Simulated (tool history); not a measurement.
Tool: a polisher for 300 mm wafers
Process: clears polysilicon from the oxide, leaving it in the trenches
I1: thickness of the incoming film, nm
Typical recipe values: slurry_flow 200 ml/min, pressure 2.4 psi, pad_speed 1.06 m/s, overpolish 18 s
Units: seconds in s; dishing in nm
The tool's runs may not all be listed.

run 1 hour=0.0 | slurry_flow=200 pressure=2.4 pad_speed=1.06 overpolish=18 | I1=469.6 | seconds=40.4 dishing=50.8
-- hour=5.2 slurry nozzle cleaned
run 2 hour=21.4 | slurry_flow=200 pressure=2.4 pad_speed=1.06 overpolish=18 | I1=460.9 | seconds=40.3 dishing=50.8
run 3 hour=49.5 | slurry_flow=200 pressure=2.4 pad_speed=1.06 overpolish=18 | I1=467.8 | seconds=41.2 dishing=49.0
run 4 hour=66.0 | slurry_flow=200 pressure=2.4 pad_speed=1.06 overpolish=18 | I1=459.9 | seconds=40.4 dishing=49.0
run 5 hour=98.9 | slurry_flow=200 pressure=2.4 pad_speed=1.06 overpolish=18 | I1=468.6 | seconds=42.1 dishing=50.9
run 6 hour=115.8 | slurry_flow=200 pressure=2.4 pad_speed=1.06 overpolish=18 | I1=473.6 | seconds=41.2 dishing=49.6
run 7 hour=128.2 | slurry_flow=215 pressure=2.4 pad_speed=1.06 overpolish=18 | I1=471.4 | seconds=42.6 dishing=50.3
run 8 hour=142.5 | slurry_flow=215 pressure=2.4 pad_speed=1.06 overpolish=18 | I1=468.2 | seconds=41.2 dishing=49.4
-- hour=162.7 worn pad replaced by a new one
run 9 hour=163.2 | slurry_flow=200 pressure=2.4 pad_speed=1.06 overpolish=18 | I1=477.8 | seconds=46.2 dishing=50.1
-- hour=188.2 slurry nozzle cleaned
run 10 hour=195.6 | slurry_flow=200 pressure=2.4 pad_speed=1.06 overpolish=18 | I1=469.8 | seconds=44.9 dishing=50.3
run 11 hour=217.4 | slurry_flow=200 pressure=2.4 pad_speed=1.06 overpolish=18 | I1=470.3 | seconds=46.2 dishing=49.9
run 12 hour=246.6 | slurry_flow=200 pressure=2.4 pad_speed=1.06 overpolish=18 | I1=464.0 | seconds=45.9 dishing=50.9
run 13 hour=260.5 | slurry_flow=200 pressure=1.6 pad_speed=0.74 overpolish=18 | I1=472.2 | seconds=100.6 dishing=41.1
-- hour=275.9 worn pad replaced by a new one, repeated, since the last time left the tool worse
run 14 hour=293.6 | slurry_flow=200 pressure=2.4 pad_speed=1.06 overpolish=18 | I1=469.1 | seconds=39.9 dishing=49.5
-- hour=307.9 head pressure recalibrated
run 15 hour=316.0 | slurry_flow=200 pressure=1.8 pad_speed=0.90 overpolish=18 | I1=472.7 | seconds=63.9 dishing=46.4
run 16 hour=347.9 | slurry_flow=200 pressure=2.4 pad_speed=1.06 overpolish=18 | I1=467.0 | seconds=40.8 dishing=49.7
run 17 hour=381.2 | slurry_flow=200 pressure=2.6 pad_speed=1.06 overpolish=18 | I1=470.2 | seconds=38.7 dishing=49.9
run 18 hour=411.7 | slurry_flow=200 pressure=1.8 pad_speed=1.06 overpolish=18 | I1=467.6 | seconds=55.0 dishing=49.4
-- hour=432.5 slurry nozzle cleaned
run 19 hour=441.8 | slurry_flow=200 pressure=2.8 pad_speed=1.06 overpolish=18 | I1=471.7 | seconds=35.8 dishing=48.8
run 20 hour=458.7 | slurry_flow=200 pressure=2.4 pad_speed=1.06 overpolish=18 | I1=463.2 | seconds=41.6 dishing=51.5
-- hour=484.1 worn pad replaced by a new one
run 21 hour=484.6 | slurry_flow=200 pressure=2.4 pad_speed=1.06 overpolish=18 | I1=468.9 | seconds=40.5 dishing=51.0
run 22 hour=500.1 | slurry_flow=200 pressure=2.1 pad_speed=1.06 overpolish=18 | I1=477.6 | seconds=46.1 dishing=49.0
run 23 hour=522.0 | slurry_flow=245 pressure=2.7 pad_speed=0.86 overpolish=8 | I1=474.4 | seconds=43.5 dishing=41.9
run 24 hour=554.0 | slurry_flow=200 pressure=2.8 pad_speed=1.06 overpolish=8 | I1=471.3 | seconds=35.2 dishing=45.0
run 25 hour=571.9 | slurry_flow=250 pressure=2.4 pad_speed=1.06 overpolish=18 | I1=472.8 | seconds=39.8 dishing=50.5

Consider 3 possible next runs. They are alternatives, not a sequence: every one starts from the tool as it was left by run 25. What does each give?
run A hour=572.3 | slurry_flow=200 pressure=3.1 pad_speed=1.06 overpolish=18 | I1=467.5 | seconds=? dishing=?
run B hour=572.3 | slurry_flow=135 pressure=2.4 pad_speed=1.28 overpolish=15 | I1=467.5 | seconds=? dishing=?
run C hour=572.3 | slurry_flow=255 pressure=1.7 pad_speed=1.06 overpolish=18 | I1=467.5 | seconds=? dishing=?

run=A seconds=31.9 dishing=51.0
run=B seconds=36.7 dishing=50.1
run=C seconds=56.3 dishing=48.6
The same runs, with their run-to-run variation unchanged, on a tool lacking any hidden condition would have given:
run=A seconds=30.4 dishing=51.1
run=B seconds=35.0 dishing=50.3
run=C seconds=53.8 dishing=48.9

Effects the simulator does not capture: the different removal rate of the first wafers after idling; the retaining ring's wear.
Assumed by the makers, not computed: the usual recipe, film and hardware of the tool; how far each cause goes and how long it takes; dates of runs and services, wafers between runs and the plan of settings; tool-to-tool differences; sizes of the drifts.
